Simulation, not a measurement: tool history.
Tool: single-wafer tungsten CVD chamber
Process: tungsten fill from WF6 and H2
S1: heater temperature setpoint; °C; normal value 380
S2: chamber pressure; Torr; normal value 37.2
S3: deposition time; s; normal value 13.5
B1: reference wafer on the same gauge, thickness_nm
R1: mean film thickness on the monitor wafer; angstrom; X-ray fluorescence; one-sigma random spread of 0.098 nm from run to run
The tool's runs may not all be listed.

Run 1, day 0.000: usual settings; B1 40.008. Result: R1 342.48 angstrom.
Run 2, day 4.288: usual settings; B1 39.920. Result: R1 341.86 angstrom.
Run 3, day 7.088: usual settings; B1 39.974. Result: R1 343.29 angstrom.
Run 4, day 9.125: usual settings; B1 39.970. Result: R1 343.31 angstrom.
Run 5, day 11.775: usual settings; B1 40.024. Result: R1 342.97 angstrom.
Run 6, day 14.642: usual settings; B1 39.969. Result: R1 343.97 angstrom.
Run 7, day 18.617: usual settings; B1 39.966. Result: R1 342.28 angstrom.
Run 8, day 22.012: usual settings; B1 40.031. Result: R1 342.97 angstrom.
Run 9, day 24.204: usual settings; B1 39.942. Result: R1 342.57 angstrom.
Run 10, day 28.333: usual settings; B1 40.012. Result: R1 345.13 angstrom.
Run 11, day 32.179: usual settings; B1 40.027. Result: R1 346.07 angstrom.
At day 33.875: showerhead replaced.
At day 35.346: capacitance manometer re-zeroed and calibrated.
Run 12, day 35.958: usual settings; B1 40.000. Result: R1 340.70 angstrom.
Run 13, day 39.658: usual settings; B1 39.979. Result: R1 341.82 angstrom.
Run 14, day 42.092: usual settings but S3 14.1 s; B1 40.041. Result: R1 356.22 angstrom.
Run 15, day 48.988: usual settings; B1 40.013. Result: R1 340.67 angstrom.
Run 16, day 53.088: usual settings; B1 39.943. Result: R1 341.07 angstrom.
Run 17, day 56.467: usual settings but S2 40.1 Torr, S3 15.4 s; B1 40.011. Result: R1 400.61 angstrom.
Run 18, day 59.896: usual settings but S3 11.8 s; B1 39.967. Result: R1 297.04 angstrom.
At day 60.271: thermocouple changed; heater temperature recalibrated.
Run 19, day 62.538: usual settings; B1 39.966. Result: R1 334.21 angstrom.
Run 20, day 66.467: usual settings; B1 39.965. Result: R1 333.96 angstrom.
Run 21, day 70.721: usual settings but S1 390 °C, S2 30.4 Torr, S3 16.0 s; B1 40.039. Result: R1 456.22 angstrom.
At day 70.862: gauge calibrated.
Run 22, day 75.096: usual settings but S2 40.2 Torr; B1 39.987. Result: R1 347.38 angstrom.
Run 23, day 79.079: usual settings but S1 368 °C; B1 39.984. Result: R1 254.65 angstrom.

The next listed run, before its measurement:
Run 24, day 83.479: usual settings but S2 45.8 Torr; B1 ?. Result: R1 ?.

B1: 40.059
R1: 371.76 angstrom
Take away the tool's hidden state, keep the run-to-run variation as it was, and the same run would have given R1 367.23 angstrom.
